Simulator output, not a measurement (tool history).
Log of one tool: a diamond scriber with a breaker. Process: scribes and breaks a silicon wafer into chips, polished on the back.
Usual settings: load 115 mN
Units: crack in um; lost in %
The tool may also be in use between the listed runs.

run	hour	load	incoming depth of the damage left on the back of the incoming wafer, um	crack	lost
1	0.0	115	0.04	8.44	2.60
2	17.0	115	0.04	8.39	2.76
3	36.3	115	0.05	8.36	2.77
4	50.1	115	0.02	8.26	2.98
5	75.2	115	0.04	8.16	2.96
6	98.7	115	0.02	8.27	3.20
7	119.5	115	0.03	8.16	2.99
8	144.6	115	0.03	8.13	3.42

The next listed run, before its measurement:
# hour 177.7: load on the tip recalibrated
9	178.2	105	0.03	?	?

crack: 7.60 um
lost: 6.94 %
Without the tool's hidden state the same run would have given crack 8.52 um, lost 2.50 %.
